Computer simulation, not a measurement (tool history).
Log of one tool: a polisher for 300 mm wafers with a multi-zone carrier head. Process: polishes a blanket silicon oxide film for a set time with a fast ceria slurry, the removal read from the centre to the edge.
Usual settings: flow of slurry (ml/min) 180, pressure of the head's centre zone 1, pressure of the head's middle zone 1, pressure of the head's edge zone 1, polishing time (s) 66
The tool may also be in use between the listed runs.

run   hour  flow of slurry (ml/min)  pressure of the head's centre zone  pressure of the head's middle zone  pressure of the head's edge zone  polishing time (s)  wafers since the last listed run  wafers polished on this pad  hours since the slurry nozzle was cleaned  hours since the centre zone pressure was calibrated  hours since the edge zone pressure was calibrated  hours since the carrier head's membrane was replaced  incoming thickness of the incoming film, nm  film removed at the wafer's centre (angstrom)  film removed at mid-radius (angstrom)  film removed at the wafer's edge (angstrom)
  1      0                      180                                   1                                   1                                 1                  66                                 0                          460                                      155.7                                                 1281                                             1210.4                                                 972.9                                       3464.9                                           7989                                   7787                                         8166
  2     16                      180                                   1                                   1                                 1                  66                               199                          660                                      171.7                                                 1297                                             1226.4                                                 988.9                                       3457.2                                           8017                                   7794                                         8061
  3   28.1                      180                                   1                                   1                                 1                  66                               151                          811                                      183.8                                               1309.1                                             1238.5                                                  1001                                         3470                                           7762                                   7737                                         8006
  4   41.5                      160                                   1                                   1                                 1                  66                               167                          978                                      197.2                                               1322.5                                             1251.9                                                1014.4                                       3408.9                                           7823                                   7682                                         7817
  5   55.7                      180                                   1                                   1                              0.97                  66                               177                         1156                                      211.4                                               1336.7                                             1266.1                                                1028.6                                       3442.3                                           8015                                   7692                                         7906
      67.9  -- worn pad replaced by a new one
  6   69.5                      180                                   1                                   1                              0.97                  66                               122                           19                                      225.2                                               1350.5                                             1279.9                                                1042.4                                       3470.9                                           7856                                   7620                                         7876
  7   77.5                      180                                   1                                   1                              0.97                  66                                99                          119                                      233.2                                               1358.5                                             1287.9                                                1050.4                                       3425.7                                           7911                                   7698                                         7732
      88.1  -- edge zone pressure recalibrated
  8   92.7                      180                                   1                                   1                                 1                  66                               164                          284                                      248.4                                               1373.7                                                4.6                                                1065.6                                         3423                                           7958                                   7668                                         7966
      94.8  -- centre zone pressure recalibrated
  9  108.5                      180                                   1                                   1                                 1                  66                               172                          457                                      264.2                                                 13.7                                               20.4                                                1081.4                                       3462.7                                           7732                                   7605                                         7839
 10  114.7                      180                                   1                                   1                                 1                  66                                77                          534                                      270.4                                                 19.9                                               26.6                                                1087.6                                       3467.7                                           7692                                   7518                                         7772
       127  -- slurry nozzle cleaned
 11  131.8                      180                                   1                                   1                                 1                  66                               201                          735                                        4.8                                                   37                                               43.7                                                1104.7                                       3489.1                                           8406                                   7995                                         8171
 12  141.8                      180                                   1                                   1                                 1                  66                               124                          860                                       14.8                                                   47                                               53.7                                                1114.7                                       3502.7                                           8196                                   8059                                         8350
 13  156.6                      140                                0.94                                0.94                              1.03                  66                               184                         1045                                       29.6                                                 61.8                                               68.5                                                1129.5                                       3528.1                                           7599                                   7489                                         8129
 14  165.3                      180                                   1                                   1                              1.09                  66                               108                         1154                                       38.3                                                 70.5                                               77.2                                                1138.2                                       3475.7                                           8277                                   8132                                         8514
     172.5  -- carrier head's membrane replaced by a new one
     174.8  -- worn pad replaced by a new one
 15  179.2                      235                                0.89                                0.95                                 1                  66                                83                           55                                       52.2                                                 84.4                                               91.1                                                   6.7                                         3522                                           7622                                   7971                                         8318
 16  223.5                      125                                   1                                0.93                                 1                  81                               553                          608                                       96.5                                                128.7                                              135.4                                                    51                                       3458.6                                           9457                                   8780                                         9582
 17  232.9                      180                                   1                                   1                                 1                  66                               117                          726                                      105.9                                                138.1                                              144.8                                                  60.4                                         3493                                           8232                                   7955                                         8217

Forecast run 18:
 18  242.4                      180                                   1                                   1                                 1                  66                               118                          845                                      115.4                                                147.6                                              154.3                                                  69.9                                       3476.2                                              ?                                      ?                                            ?

{"run 18": {"film removed at the wafer's centre (angstrom)": 7983, "film removed at mid-radius (angstrom)": 7795, "film removed at the wafer's edge (angstrom)": 8167}}
Without the tool's hidden state the same run would have given film removed at the wafer's centre (angstrom) 8214, film removed at mid-radius (angstrom) 7994, film removed at the wafer's edge (angstrom) 8319.

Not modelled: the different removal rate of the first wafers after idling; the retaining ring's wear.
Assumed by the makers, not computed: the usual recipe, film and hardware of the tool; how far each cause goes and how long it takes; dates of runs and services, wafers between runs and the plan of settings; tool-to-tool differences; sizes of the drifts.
